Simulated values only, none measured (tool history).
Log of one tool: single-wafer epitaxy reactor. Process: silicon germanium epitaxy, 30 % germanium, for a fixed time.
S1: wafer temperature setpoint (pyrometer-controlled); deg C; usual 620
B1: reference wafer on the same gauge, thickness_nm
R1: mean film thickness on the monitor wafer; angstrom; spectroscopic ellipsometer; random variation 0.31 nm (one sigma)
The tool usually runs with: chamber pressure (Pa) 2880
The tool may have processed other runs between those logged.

Run 1, hour 0: usual settings; B1 78.402. Result: R1 960.91 angstrom.
Run 2, hour 7.2: usual settings; B1 78.422. Result: R1 955.94 angstrom.
Run 3, hour 20.4: usual settings; B1 78.314. Result: R1 961.37 angstrom.
Run 4, hour 35.9: usual settings; B1 78.341. Result: R1 954.91 angstrom.
Run 5, hour 46.1: usual settings; B1 78.583. Result: R1 964.93 angstrom.
Run 6, hour 55.5: usual settings but S1 630 deg C; B1 78.422. Result: R1 1118.03 angstrom.
At hour 70.8: showerhead replaced.
Run 7, hour 71.3: usual settings but S1 630 deg C; B1 78.49. Result: R1 1115.45 angstrom.
Run 8, hour 78.8: usual settings; B1 78.51. Result: R1 958.73 angstrom.
Run 9, hour 96.4: usual settings; B1 78.37. Result: R1 961.89 angstrom.
Run 10, hour 109.6: usual settings but S1 628 deg C, chamber pressure (Pa) 2320; B1 78.495. Result: R1 947.81 angstrom.
At hour 132.3: capacitance manometer re-zeroed and calibrated.
At hour 137.2: pyrometer calibrated.
Run 11, hour 137.7: usual settings but S1 628 deg C, chamber pressure (Pa) 2320; B1 78.395. Result: R1 845.18 angstrom.
At hour 140.8: gauge calibrated.
Run 12, hour 142.1: usual settings but S1 613 deg C; B1 78.402. Result: R1 777.05 angstrom.
Run 13, hour 155.1: usual settings; B1 78.303. Result: R1 868.09 angstrom.
Run 14, hour 166.2: usual settings but S1 613 deg C; B1 78.457. Result: R1 773.74 angstrom.
Run 15, hour 182.3: usual settings; B1 78.401. Result: R1 860.52 angstrom.
Run 16, hour 190.5: usual settings but S1 610 deg C, chamber pressure (Pa) 2346; B1 78.487. Result: R1 652.18 angstrom.
Run 17, hour 197.4: usual settings; B1 78.49. Result: R1 868.27 angstrom.
Run 18, hour 211.2: usual settings but chamber pressure (Pa) 3320; B1 78.324. Result: R1 947.04 angstrom.
Run 19, hour 226.2: usual settings but S1 632 deg C; B1 78.397. Result: R1 1040.12 angstrom.
Run 20, hour 237.7: usual settings but chamber pressure (Pa) 2586; B1 78.338. Result: R1 813.91 angstrom.
Run 21, hour 250.6: usual settings; B1 78.417. Result: R1 867.67 angstrom.
Run 22, hour 265.6: usual settings but S1 613 deg C, chamber pressure (Pa) 2600; B1 78.365. Result: R1 731.56 angstrom.
Run 23, hour 272.2: usual settings but S1 615 deg C, chamber pressure (Pa) 2186; B1 78.463. Result: R1 671.54 angstrom.
Run 24, hour 286.2: usual settings but chamber pressure (Pa) 2360; B1 78.395. Result: R1 770.49 angstrom.
Run 25, hour 293.8: usual settings but S1 613 deg C, chamber pressure (Pa) 3320; B1 78.416. Result: R1 853.37 angstrom.
Run 26, hour 303.2: usual settings but S1 613 deg C, chamber pressure (Pa) 2346; B1 78.44. Result: R1 683.48 angstrom.
Run 27, hour 315.7: usual settings but S1 609 deg C, chamber pressure (Pa) 2466; B1 78.412. Result: R1 672.31 angstrom.
Run 28, hour 326.4: usual settings; B1 78.429. Result: R1 874.23 angstrom.
Run 29, hour 339.5: usual settings but S1 615 deg C, chamber pressure (Pa) 2186; B1 78.34. Result: R1 679.54 angstrom.
Run 30, hour 357: usual settings but S1 613 deg C, chamber pressure (Pa) 3146; B1 78.445. Result: R1 828.06 angstrom.
Run 31, hour 363.8: usual settings but S1 609 deg C, chamber pressure (Pa) 2213; B1 78.376. Result: R1 617.95 angstrom.
Run 32, hour 379.4: usual settings but S1 613 deg C, chamber pressure (Pa) 2346; B1 78.32. Result: R1 694.67 angstrom.
Run 33, hour 389.4: usual settings but chamber pressure (Pa) 2253; B1 78.367. Result: R1 751.99 angstrom.
Run 34, hour 401.7: usual settings but S1 625 deg C; B1 78.486. Result: R1 955.63 angstrom.
Run 35, hour 411.3: usual settings but S1 631 deg C, chamber pressure (Pa) 2226; B1 78.374. Result: R1 880.27 angstrom.

For each run, what was the tool's unlogged condition?
true pressure above the setpoint (%): 0, the same for each run
gauge reads high (%): 0, the same for each run
H1: wafer temperature above the value expected at the setpoint (K)
run       H1
  1     6.94
  2     6.95
  3     6.95
  4     6.96
  5     6.97
  6     6.97
  7     6.98
  8     6.98
  9     6.99
 10        7
 11  -0.0548
 12   -0.026
 13    0.058
 14    0.129
 15     0.23
 16    0.281
 17    0.324
 18    0.408
 19    0.498
 20    0.566
 21    0.642
 22    0.729
 23    0.766
 24    0.845
 25    0.888
 26     0.94
 27     1.01
 28     1.07
 29     1.14
 30     1.23
 31     1.26
 32     1.34
 33     1.39
 34     1.46
 35      1.5

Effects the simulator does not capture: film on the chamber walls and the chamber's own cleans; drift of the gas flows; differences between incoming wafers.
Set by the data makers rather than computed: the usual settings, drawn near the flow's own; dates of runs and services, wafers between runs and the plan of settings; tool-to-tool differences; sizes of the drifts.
